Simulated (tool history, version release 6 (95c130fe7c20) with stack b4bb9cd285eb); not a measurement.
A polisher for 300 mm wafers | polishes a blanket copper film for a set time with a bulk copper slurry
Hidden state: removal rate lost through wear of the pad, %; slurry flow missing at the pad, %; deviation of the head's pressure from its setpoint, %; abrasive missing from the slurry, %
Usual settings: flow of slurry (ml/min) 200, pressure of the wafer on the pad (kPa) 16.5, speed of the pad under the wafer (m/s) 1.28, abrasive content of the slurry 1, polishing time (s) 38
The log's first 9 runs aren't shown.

run   hour  flow of slurry (ml/min)  pressure of the wafer on the pad (kPa)  speed of the pad under the wafer (m/s)  abrasive content of the slurry  polishing time (s)  wafers since the last listed run  wafers polished on this pad  hours since the slurry nozzle was cleaned  hours since the head pressure was calibrated  hours since the slurry blender was calibrated  incoming thickness of the incoming film, nm  film removed (nm)
 10  113.1                      200                                    16.5                                    1.28                             1.1                  38                               137                          350                                      129.1                                         339.2                                          192.1                                       4164.7              331.2
     129.4  -- head pressure recalibrated
 11  130.6                      200                                    16.5                                    1.28                               1                  38                               214                          565                                      146.6                                           1.2                                          209.6                                       4208.5              329.2
       142  -- slurry blender recalibrated
 12    144                      200                                    16.5                                    1.28                               1                  38                               157                          723                                        160                                          14.6                                              2                                       4179.2              326.5
 13  159.4                      200                                    16.5                                       1                               1                  38                               213                          937                                      175.4                                            30                                           17.4                                       4124.8              252.7
     164.9  -- slurry nozzle cleaned
 14  174.4                      200                                    16.5                                       1                               1                  38                               193                         1131                                        9.5                                            45                                           32.4                                       4222.2              272.5
     178.4  -- worn pad replaced by a new one
 15  180.6                      200                                    14.5                                    1.68                               1                  47                                30                           29                                       15.7                                          51.2                                           38.6                                       4194.8              469.3
 16  187.4                      200                                    16.5                                    1.28                               1                  49                                94                          124                                       22.5                                            58                                           45.4                                       4123.5                423
 17  203.4                      255                                    16.5                                    1.28                               1                  38                               221                          345                                       38.5                                            74                                           61.4                                       4286.6              343.1
 18  216.6                      200                                    18.6                                    1.28                               1                  33                               182                          528                                       51.7                                          87.2                                           74.6                                       4261.8              326.2
 19  228.4                      200                                    16.5                                       1                               1                  38                               163                          692                                       63.5                                            99                                           86.4                                       4251.8              256.5
 20  234.4                      240                                    22.1                                    1.28                               1                  38                                83                          775                                       69.5                                           105                                           92.4                                       4134.8              452.6
 21  244.2                      180                                    16.5                                    1.28                               1                  38                               135                          911                                       79.3                                         114.8                                          102.2                                       4157.9              320.9
 22  255.7                      200                                    13.8                                    1.28                            1.25                  41                               159                         1070                                       90.8                                         126.3                                          113.7                                       4123.5              315.7
     271.5  -- worn pad replaced by a new one
 23  308.7                      200                                    16.5                                    1.28                               1                  38                               678                          515                                      143.8                                         179.3                                          166.7                                       4252.8              319.5
 24  326.7                      200                                    16.5                                    1.28                               1                  38                               249                          764                                      161.8                                         197.3                                          184.7                                       4195.8              320.2
 25  333.8                      200                                    16.5                                    1.28                             1.3                  38                                98                          862                                      168.9                                         204.4                                          191.8                                       4191.6              352.9
     343.9  -- slurry blender recalibrated
 26  348.8                      265                                    14.5                                    1.28                             1.2                  48                               180                         1043                                      183.9                                         219.4                                            4.9                                       4278.4              391.6
     363.8  -- worn pad replaced by a new one
 27  365.1                      200                                    16.5                                    1.28                               1                  42                               170                           18                                      200.2                                         235.7                                           21.2                                       4201.7              351.6
 28  374.1                      200                                    16.5                                    1.28                            0.85                  38                               124                          143                                      209.2                                         244.7                                           30.2                                       4287.4              302.7
     376.2  -- slurry nozzle cleaned
 29    385                      200                                    16.5                                    1.28                               1                  38                               137                          280                                        8.8                                         255.6                                           41.1                                       4231.8              334.2
 30  397.9                      200                                    16.5                                    1.64                             1.1                  38                               178                          458                                       21.7                                         268.5                                             54                                       4218.4                443

4 ways to go on from here, each from the tool as it stands after run 30. What would each give?
  A  398.3                      200                                    16.5                                    1.28                            1.15                  38                                 5                          464                                       22.1                                         268.9                                           54.4                                       4248.4                  ?
  B  398.3                      160                                    16.5                                    1.28                            0.85                  38                                 5                          464                                       22.1                                         268.9                                           54.4                                       4248.4                  ?
  C  398.3                      135                                    16.5                                    1.28                               1                  41                                 5                          464                                       22.1                                         268.9                                           54.4                                       4248.4                  ?
  D  398.3                      135                                    16.5                                    1.14                             0.9                  38                                 5                          464                                       22.1                                         268.9                                           54.4                                       4248.4                  ?

run  film removed (nm)
  A              345.7
  B              301.6
  C              336.7
  D              268.9
Without the tool's hidden state the same runs would have given:
run  film removed (nm)
  A              353.5
  B              309.6
  C              346.8
  D                277
